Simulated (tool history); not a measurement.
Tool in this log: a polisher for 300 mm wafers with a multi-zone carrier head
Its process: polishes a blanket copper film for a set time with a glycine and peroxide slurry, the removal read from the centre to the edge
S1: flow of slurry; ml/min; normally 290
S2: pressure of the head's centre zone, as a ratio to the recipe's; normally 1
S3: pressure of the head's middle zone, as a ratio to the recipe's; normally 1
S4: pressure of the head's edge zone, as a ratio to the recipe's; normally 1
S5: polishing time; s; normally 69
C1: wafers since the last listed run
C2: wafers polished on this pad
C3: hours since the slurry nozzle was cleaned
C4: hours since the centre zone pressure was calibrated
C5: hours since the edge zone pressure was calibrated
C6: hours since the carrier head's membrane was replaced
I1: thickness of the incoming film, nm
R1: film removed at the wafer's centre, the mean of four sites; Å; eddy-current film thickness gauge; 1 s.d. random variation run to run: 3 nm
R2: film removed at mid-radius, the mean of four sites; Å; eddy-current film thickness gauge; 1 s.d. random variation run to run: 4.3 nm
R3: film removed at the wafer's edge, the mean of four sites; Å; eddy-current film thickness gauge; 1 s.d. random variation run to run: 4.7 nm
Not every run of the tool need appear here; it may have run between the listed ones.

| run | day | S1 | S2 | S3 | S4 | S5 | C1 | C2 | C3 | C4 | C5 | C6 | I1 | R1 | R2 | R3 |
|---|---|---|---|---|---|---|---|---|---|---|---|---|---|---|---|---|
| 1 | 0 | 290 | 1 | 1 | 1 | 69 | 0 | 339 | 674.7 | 1019.6 | 386.7 | 745.5 | 2038.1 | 3565 | 3520 | 3607 |
|  | 0.404 | edge zone pressure recalibrated |
| 2 | 0.425 | 330 | 1 | 0.94 | 1.04 | 86 | 53 | 393 | 684.9 | 1029.8 | 0.5 | 755.7 | 2056.7 | 4560 | 4223 | 4696 |
| 3 | 2.292 | 290 | 0.94 | 1.11 | 1 | 48 | 294 | 687 | 729.7 | 1074.6 | 45.3 | 800.5 | 2068.6 | 2295 | 2620 | 2507 |
|  | 2.608 | worn pad replaced by a new one |
|  | 3.217 | carrier head's membrane replaced by a new one |
| 4 | 3.238 | 255 | 1 | 1 | 0.9 | 45 | 89 | 66 | 752.4 | 1097.3 | 68 | 0.5 | 2063 | 2209 | 2213 | 2202 |
| 5 | 5.217 | 290 | 1 | 1 | 1 | 69 | 311 | 378 | 799.9 | 1144.8 | 115.5 | 48 | 2092.5 | 3502 | 3490 | 3615 |
| 6 | 5.896 | 290 | 1 | 1 | 1 | 69 | 107 | 485 | 816.2 | 1161.1 | 131.8 | 64.3 | 2105.6 | 3561 | 3448 | 3671 |
| 7 | 6.196 | 215 | 1 | 1 | 1 | 46 | 47 | 532 | 823.4 | 1168.3 | 139 | 71.5 | 2029.6 | 2200 | 2202 | 2307 |
| 8 | 6.788 | 290 | 1 | 1 | 0.95 | 69 | 93 | 625 | 837.6 | 1182.5 | 153.2 | 85.7 | 2065.6 | 3536 | 3437 | 3543 |
| 9 | 7.521 | 290 | 1 | 0.9 | 1.06 | 54 | 115 | 741 | 855.2 | 1200.1 | 170.8 | 103.3 | 2087.6 | 2779 | 2467 | 2925 |
|  | 7.608 | slurry nozzle cleaned |
|  | 7.7 | worn pad replaced by a new one |
| 10 | 7.775 | 290 | 1 | 0.94 | 1 | 61 | 19 | 11 | 4 | 1206.2 | 176.9 | 109.4 | 2067.5 | 3464 | 3248 | 3467 |
|  | 8.104 | centre zone pressure recalibrated |
| 11 | 8.367 | 270 | 1 | 0.96 | 1 | 69 | 80 | 91 | 18.2 | 6.3 | 191.1 | 123.6 | 2098.8 | 3868 | 3733 | 3963 |
| 12 | 8.688 | 220 | 0.89 | 1 | 0.96 | 77 | 50 | 142 | 25.9 | 14 | 198.8 | 131.3 | 2070.8 | 3748 | 4103 | 4115 |
| 13 | 9.454 | 290 | 1.03 | 1.03 | 1 | 69 | 120 | 263 | 44.3 | 32.4 | 217.2 | 149.7 | 2086.4 | 4060 | 3911 | 3854 |
| 14 | 10.112 | 290 | 1.12 | 0.93 | 1.1 | 69 | 103 | 367 | 60.1 | 48.2 | 233 | 165.5 | 2060.8 | 4339 | 3589 | 4112 |
| 15 | 10.758 | 380 | 1.08 | 1 | 1 | 91 | 101 | 468 | 75.6 | 63.7 | 248.5 | 181 | 2047.7 | 5763 | 5144 | 5160 |
| 16 | 11.404 | 270 | 1 | 0.96 | 1 | 69 | 101 | 570 | 91.1 | 79.2 | 264 | 196.5 | 2076.6 | 3845 | 3735 | 3851 |
| 17 | 12.038 | 330 | 1 | 1 | 1 | 69 | 99 | 670 | 106.3 | 94.4 | 279.2 | 211.7 | 2030.8 | 3960 | 3825 | 3889 |
| 18 | 12.429 | 290 | 0.89 | 1 | 1 | 55 | 61 | 732 | 115.7 | 103.8 | 288.6 | 221.1 | 2044.7 | 2740 | 3053 | 3048 |
| 19 | 12.712 | 215 | 1 | 1 | 1 | 69 | 44 | 776 | 122.5 | 110.6 | 295.4 | 227.9 | 2109.7 | 3644 | 3654 | 3705 |
| 20 | 13.267 | 290 | 1 | 0.93 | 1.07 | 75 | 87 | 864 | 135.8 | 123.9 | 308.7 | 241.2 | 2034.2 | 4121 | 3754 | 4334 |
|  | 13.462 | worn pad replaced by a new one |
| 21 | 13.675 | 290 | 1 | 1.05 | 0.95 | 69 | 38 | 33 | 145.6 | 133.7 | 318.5 | 251 | 2052.9 | 3792 | 3946 | 3789 |
| 22 | 14.258 | 290 | 1 | 0.92 | 1.06 | 69 | 91 | 125 | 159.6 | 147.7 | 332.5 | 265 | 2073.7 | 3812 | 3427 | 3904 |
| 23 | 14.871 | 290 | 1 | 1 | 1 | 69 | 96 | 221 | 174.3 | 162.4 | 347.2 | 279.7 | 2094.2 | 3777 | 3731 | 3779 |

Branching from run 23: 3 alternative next runs. What would each branch give?
| A | 14.888 | 290 | 1 | 1 | 1 | 69 | 2 | 224 | 174.7 | 162.8 | 347.6 | 280.1 | 2081.9 | ? | ? | ? |
| B | 14.888 | 250 | 1.08 | 1 | 0.92 | 92 | 2 | 224 | 174.7 | 162.8 | 347.6 | 280.1 | 2081.9 | ? | ? | ? |
| C | 14.888 | 350 | 0.92 | 1.04 | 1 | 92 | 2 | 224 | 174.7 | 162.8 | 347.6 | 280.1 | 2081.9 | ? | ? | ? |

| run | R1 | R2 | R3 |
|---|---|---|---|
| A | 3780 | 3669 | 3801 |
| B | 5320 | 4788 | 4814 |
| C | 4755 | 5177 | 5154 |
What these runs would have given with no unlogged condition in the tool:
| run | R1 | R2 | R3 |
|---|---|---|---|
| A | 3927 | 3798 | 3902 |
| B | 5560 | 4982 | 4960 |
| C | 4908 | 5328 | 5269 |
